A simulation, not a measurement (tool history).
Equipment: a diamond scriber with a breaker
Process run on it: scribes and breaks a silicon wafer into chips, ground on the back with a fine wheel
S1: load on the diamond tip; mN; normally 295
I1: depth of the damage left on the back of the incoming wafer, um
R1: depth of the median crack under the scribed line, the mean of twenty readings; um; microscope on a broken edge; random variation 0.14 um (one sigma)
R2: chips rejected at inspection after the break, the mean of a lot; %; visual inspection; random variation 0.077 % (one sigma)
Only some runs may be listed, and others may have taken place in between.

run   hour   S1    I1     R1    R2
  1      0  295   2.1  13.14  1.63
  2   24.8  295  1.84  13.45  1.35
  3   57.6  295  2.96  13.24  2.23
  4   82.2  327  2.89  14.78  2.44
  5  118.1  245  1.84  10.43  8.96
  6  135.9  245  1.63  10.51  8.23
  7  158.1  245  1.66  10.55  8.54
  8    181  295  2.32  13.18  1.97
  9  203.9  295  1.69  13.21   1.6
 10  224.8  258  2.84  11.09  6.65
 11  244.9  338  2.93  15.27  2.85
 12  277.2  338  1.61  15.17  2.61
 13  299.2  295  2.35  12.88  1.82
 14  327.6  364  2.53  16.11  4.63
     361.1  -- diamond tip replaced by a new one, of another model than before
 15  361.6  345  2.92  16.72  6.66
 16  383.6  255  2.53   10.7  8.42
 17  417.5  250  1.91  10.17     9

Run 18 is up next; what results do you expect?
 18  451.9  237  2.26   ?   ?

{"run 18": {"R1": 9.21, "R2": 16.64}}
The same run, on a tool lacking any hidden state, would have yielded R1 9.31 um, R2 15.93 %.
